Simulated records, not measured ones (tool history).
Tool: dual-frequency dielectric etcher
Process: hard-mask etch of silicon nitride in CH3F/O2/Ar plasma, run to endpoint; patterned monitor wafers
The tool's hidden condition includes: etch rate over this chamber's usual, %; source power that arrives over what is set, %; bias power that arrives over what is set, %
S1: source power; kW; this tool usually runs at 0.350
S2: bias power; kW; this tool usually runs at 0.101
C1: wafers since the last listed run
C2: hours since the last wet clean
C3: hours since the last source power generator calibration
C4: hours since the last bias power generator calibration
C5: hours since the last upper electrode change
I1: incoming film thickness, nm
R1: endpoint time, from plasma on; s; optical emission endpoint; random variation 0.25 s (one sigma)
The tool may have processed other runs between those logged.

run	hour	S1	S2	C1	C2	C3	C4	C5	I1	R1
1	0.0	0.350	0.081	0	378.8	3890.3	3342.7	2579.3	52.2	70.9
# hour 32.4: wet clean of the chamber
2	53.6	0.350	0.081	302	21.2	3943.9	3396.3	2632.9	53.3	72.6
3	264.5	0.350	0.081	2154	232.1	4154.8	3607.2	2843.8	53.0	72.6
4	353.4	0.350	0.101	908	321.0	4243.7	3696.1	2932.7	52.8	68.7
5	422.8	0.420	0.111	709	390.4	4313.1	3765.5	3002.1	52.5	64.1
6	507.8	0.420	0.111	868	475.4	4398.1	3850.5	3087.1	52.3	63.6
# hour 561.9: wet clean of the chamber
7	595.9	0.400	0.101	654	34.0	4486.2	3938.6	3175.2	52.9	66.6
8	685.6	0.350	0.101	916	123.7	4575.9	4028.3	3264.9	52.5	68.4
9	753.9	0.350	0.101	697	192.0	4644.2	4096.6	3333.2	53.0	69.0
10	810.8	0.350	0.101	581	248.9	4701.1	4153.5	3390.1	51.6	66.7
11	897.5	0.350	0.113	885	335.6	4787.8	4240.2	3476.8	52.4	66.9
12	935.6	0.350	0.109	389	373.7	4825.9	4278.3	3514.9	52.2	67.0
13	1005.0	0.350	0.101	709	443.1	4895.3	4347.7	3584.3	52.3	68.1
# hour 1015.7: bias power generator calibrated
14	1044.1	0.280	0.119	358	482.2	4934.4	28.4	3623.4	52.4	69.5

Run 15, settings as shown, results not yet in. Your forecast:
# hour 1050.5: source power generator calibrated
# hour 1083.4: wet clean of the chamber
15	1092.3	0.410	0.082	206	8.9	41.8	76.6	3671.6	52.5	?

Run 15 measured R1 68.6 s.
Had the tool carried no hidden state, the very same run would have given R1 68.6 s.
